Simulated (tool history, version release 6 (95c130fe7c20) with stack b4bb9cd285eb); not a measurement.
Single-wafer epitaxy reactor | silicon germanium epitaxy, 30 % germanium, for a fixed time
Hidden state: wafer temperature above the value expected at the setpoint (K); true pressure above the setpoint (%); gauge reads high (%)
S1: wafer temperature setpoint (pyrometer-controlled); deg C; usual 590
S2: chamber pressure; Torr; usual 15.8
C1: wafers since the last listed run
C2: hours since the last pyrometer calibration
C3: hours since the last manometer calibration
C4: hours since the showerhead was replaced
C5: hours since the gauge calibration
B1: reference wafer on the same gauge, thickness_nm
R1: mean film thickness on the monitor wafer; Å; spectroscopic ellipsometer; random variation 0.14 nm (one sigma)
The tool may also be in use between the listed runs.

| run | hour | S1 | S2 | C1 | C2 | C3 | C4 | C5 | B1 | R1 |
|---|---|---|---|---|---|---|---|---|---|---|
| 1 | 0.0 | 590 | 15.8 | 0 | 517.0 | 2802.2 | 4326.3 | 79.2 | 44.012 | 453.82 |
| 2 | 14.1 | 590 | 15.8 | 161 | 531.1 | 2816.3 | 4340.4 | 93.3 | 43.984 | 454.37 |
| 3 | 26.8 | 590 | 15.8 | 145 | 543.8 | 2829.0 | 4353.1 | 106.0 | 43.970 | 455.01 |
| 4 | 54.0 | 583 | 15.8 | 312 | 571.0 | 2856.2 | 4380.3 | 133.2 | 43.983 | 389.73 |
| 5 | 66.9 | 583 | 15.8 | 148 | 583.9 | 2869.1 | 4393.2 | 146.1 | 43.973 | 388.54 |
| 6 | 85.8 | 583 | 15.8 | 217 | 602.8 | 2888.0 | 4412.1 | 165.0 | 44.010 | 391.32 |
| 7 | 106.2 | 590 | 15.8 | 234 | 623.2 | 2908.4 | 4432.5 | 185.4 | 43.981 | 451.30 |
| 8 | 130.9 | 580 | 15.8 | 283 | 647.9 | 2933.1 | 4457.2 | 210.1 | 44.059 | 364.00 |
| 9 | 194.6 | 580 | 15.8 | 731 | 711.6 | 2996.8 | 4520.9 | 273.8 | 44.023 | 362.65 |
|  | 209.3 | capacitance manometer re-zeroed and calibrated |
| 10 | 209.8 | 580 | 15.8 | 82 | 726.8 | 0.5 | 4536.1 | 289.0 | 44.025 | 363.17 |
| 11 | 244.7 | 590 | 15.8 | 400 | 761.7 | 35.4 | 4571.0 | 323.9 | 44.013 | 449.94 |
| 12 | 272.2 | 590 | 15.8 | 315 | 789.2 | 62.9 | 4598.5 | 351.4 | 44.000 | 450.30 |
| 13 | 288.1 | 578 | 15.8 | 182 | 805.1 | 78.8 | 4614.4 | 367.3 | 44.030 | 344.75 |
| 14 | 322.3 | 590 | 13.7 | 392 | 839.3 | 113.0 | 4648.6 | 401.5 | 44.015 | 421.02 |
|  | 328.7 | gauge calibrated |
| 15 | 357.8 | 584 | 14.3 | 407 | 874.8 | 148.5 | 4684.1 | 29.1 | 44.024 | 377.48 |
| 16 | 387.1 | 582 | 14.6 | 336 | 904.1 | 177.8 | 4713.4 | 58.4 | 44.015 | 364.39 |
|  | 399.7 | showerhead replaced |
| 17 | 412.3 | 590 | 15.8 | 197 | 929.3 | 203.0 | 12.6 | 83.6 | 44.002 | 450.26 |
| 18 | 426.5 | 599 | 15.8 | 163 | 943.5 | 217.2 | 26.8 | 97.8 | 43.978 | 544.07 |
|  | 445.8 | pyrometer calibrated |
| 19 | 446.3 | 578 | 17.7 | 135 | 0.5 | 237.0 | 46.6 | 117.6 | 44.022 | 384.03 |
| 20 | 472.2 | 590 | 15.8 | 297 | 26.4 | 262.9 | 72.5 | 143.5 | 44.005 | 475.35 |
| 21 | 521.8 | 586 | 15.8 | 569 | 76.0 | 312.5 | 122.1 | 193.1 | 44.016 | 431.86 |
| 22 | 548.2 | 598 | 15.8 | 303 | 102.4 | 338.9 | 148.5 | 219.5 | 44.001 | 556.19 |
| 23 | 561.7 | 583 | 15.8 | 155 | 115.9 | 352.4 | 162.0 | 233.0 | 44.021 | 403.60 |
| 24 | 577.9 | 590 | 15.8 | 186 | 132.1 | 368.6 | 178.2 | 249.2 | 43.976 | 465.48 |
| 25 | 612.4 | 590 | 15.8 | 396 | 166.6 | 403.1 | 212.7 | 283.7 | 43.990 | 461.32 |
| 26 | 624.5 | 604 | 15.8 | 138 | 178.7 | 415.2 | 224.8 | 295.8 | 43.973 | 626.49 |
| 27 | 651.6 | 594 | 14.4 | 311 | 205.8 | 442.3 | 251.9 | 322.9 | 43.970 | 485.17 |
| 28 | 668.4 | 577 | 18.4 | 192 | 222.6 | 459.1 | 268.7 | 339.7 | 43.989 | 371.94 |

Some steps in R1 between neighbouring runs. How much of each would the tool show without its hidden state too (settings, what came in, random variation), and how much is left for the hidden state, with any gauge scatter that isn't in both results?
Run 12 -> 13: S1 590 -> 578. R1 -105.55 Å: hidden state +4.59, all else -110.14.
Run 18 -> 19: S1 599 -> 578, S2 15.8 -> 17.7, pyrometer calibrated. R1 -160.04 Å: hidden state +28.41, all else -188.45.
Run 25 -> 26: S1 590 -> 604. R1 +165.17 Å: hidden state -3.66, all else +168.83.
